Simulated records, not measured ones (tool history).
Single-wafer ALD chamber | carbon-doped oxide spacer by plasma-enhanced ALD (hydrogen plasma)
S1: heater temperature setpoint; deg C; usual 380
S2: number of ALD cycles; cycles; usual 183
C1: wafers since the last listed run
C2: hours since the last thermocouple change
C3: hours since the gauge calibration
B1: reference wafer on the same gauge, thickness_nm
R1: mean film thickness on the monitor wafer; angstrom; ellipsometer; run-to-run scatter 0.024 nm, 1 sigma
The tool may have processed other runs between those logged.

run	day	S1	S2	C1	C2	C3	B1	R1
1	0	380	208	0	565.9	1800.3	10.485	109.02
2	4.258	380	208	145	668.1	1902.5	10.477	108.4
3	6.496	380	208	76	721.8	1956.2	10.473	108.22
4	9.908	380	183	116	803.7	2038.1	10.47	95.78
5	14.375	380	183	152	910.9	2145.3	10.465	95.36
6	17.392	380	183	102	983.3	2217.7	10.459	95.55
7	19.925	380	199	86	1044.1	2278.5	10.451	103.88
8	23.35	380	199	116	1126.3	2360.7	10.45	103.71
9	26.662	380	183	112	1205.8	2440.2	10.446	95.52
10	30.633	380	183	135	1301.1	2535.5	10.444	95.4
11	34.717	380	183	139	1399.1	2633.5	10.437	95.47
12	38.892	380	162	142	1499.3	2733.7	10.435	84.25
# day 39.25: gauge calibrated
13	42.271	380	162	115	1580.4	72.5	10.625	85.64
14	45.308	375	183	103	1653.3	145.4	10.613	96.94
15	48.858	375	183	121	1738.5	230.6	10.615	96.78
16	62.262	371	208	457	2060.2	552.3	10.602	110.11
17	65.758	390	183	119	2144.1	636.2	10.587	96.62
18	69.225	380	183	118	2227.3	719.4	10.585	96.43

Estimate the outcome of run 19 from the log above:
19	71.492	368	196	77	2281.7	773.8	?	?

Run 19 came out at B1 10.584, R1 103.25 angstrom.
With no hidden state in the tool, this same run would have given R1 103.62 angstrom.

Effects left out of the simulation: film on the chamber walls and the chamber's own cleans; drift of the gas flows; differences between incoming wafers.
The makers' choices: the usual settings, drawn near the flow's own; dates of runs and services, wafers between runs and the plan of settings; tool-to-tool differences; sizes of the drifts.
